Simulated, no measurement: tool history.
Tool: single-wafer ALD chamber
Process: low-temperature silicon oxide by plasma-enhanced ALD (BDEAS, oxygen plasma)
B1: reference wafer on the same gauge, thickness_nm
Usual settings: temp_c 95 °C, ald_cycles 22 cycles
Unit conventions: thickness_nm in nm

{"run": 1, "day": 0.0, "temp_c": 95, "ald_cycles": 22, "B1": 4.029, "thickness_nm": 3.365}
{"run": 2, "day": 2.05, "temp_c": 95, "ald_cycles": 22, "B1": 4.034, "thickness_nm": 3.372}
{"run": 3, "day": 4.675, "temp_c": 95, "ald_cycles": 22, "B1": 4.032, "thickness_nm": 3.354}
{"run": 4, "day": 6.979, "temp_c": 95, "ald_cycles": 22, "B1": 4.033, "thickness_nm": 3.336}
{"run": 5, "day": 15.088, "temp_c": 90, "ald_cycles": 22, "B1": 4.032, "thickness_nm": 3.409}
{"run": 6, "day": 17.329, "temp_c": 90, "ald_cycles": 22, "B1": 4.028, "thickness_nm": 3.417}
{"run": 7, "day": 18.504, "temp_c": 90, "ald_cycles": 22, "B1": 4.028, "thickness_nm": 3.426}
{"run": 8, "day": 20.138, "temp_c": 95, "ald_cycles": 22, "B1": 4.03, "thickness_nm": 3.35}
{"day": 22.858, "done": "thermocouple changed; heater temperature recalibrated"}
{"run": 9, "day": 27.483, "temp_c": 95, "ald_cycles": 19, "B1": 4.029, "thickness_nm": 2.894}
{"run": 10, "day": 29.246, "temp_c": 109, "ald_cycles": 19, "B1": 4.028, "thickness_nm": 2.773}
{"run": 11, "day": 32.221, "temp_c": 104, "ald_cycles": 19, "B1": 4.033, "thickness_nm": 2.798}
{"day": 33.321, "done": "gauge calibrated"}
{"run": 12, "day": 34.829, "temp_c": 102, "ald_cycles": 22, "B1": 4.03, "thickness_nm": 3.291}
{"run": 13, "day": 37.688, "temp_c": 95, "ald_cycles": 19, "B1": 4.031, "thickness_nm": 2.91}
{"run": 14, "day": 40.521, "temp_c": 95, "ald_cycles": 22, "B1": 4.032, "thickness_nm": 3.359}
{"run": 15, "day": 43.479, "temp_c": 87, "ald_cycles": 18, "B1": 4.03, "thickness_nm": 2.832}
{"run": 16, "day": 46.083, "temp_c": 102, "ald_cycles": 26, "B1": 4.034, "thickness_nm": 3.861}
{"run": 17, "day": 47.417, "temp_c": 87, "ald_cycles": 18, "B1": 4.023, "thickness_nm": 2.834}
{"run": 18, "day": 49.404, "temp_c": 107, "ald_cycles": 20, "B1": 4.028, "thickness_nm": 2.947}

Consider 3 possible next runs. They are alternatives, not a sequence: every one starts from the tool as it was left by run 18. What does each give?
{"run": "A", "day": 49.421, "temp_c": 88, "ald_cycles": 22, "B1": "?", "thickness_nm": "?"}
{"run": "B", "day": 49.421, "temp_c": 100, "ald_cycles": 26, "B1": "?", "thickness_nm": "?"}
{"run": "C", "day": 49.421, "temp_c": 85, "ald_cycles": 20, "B1": "?", "thickness_nm": "?"}

run=A B1=4.03 thickness_nm=3.447
run=B B1=4.03 thickness_nm=3.886
run=C B1=4.03 thickness_nm=3.171
Without the tool's hidden state the same runs would have given:
run=A thickness_nm=3.447
run=B thickness_nm=3.886
run=C thickness_nm=3.171

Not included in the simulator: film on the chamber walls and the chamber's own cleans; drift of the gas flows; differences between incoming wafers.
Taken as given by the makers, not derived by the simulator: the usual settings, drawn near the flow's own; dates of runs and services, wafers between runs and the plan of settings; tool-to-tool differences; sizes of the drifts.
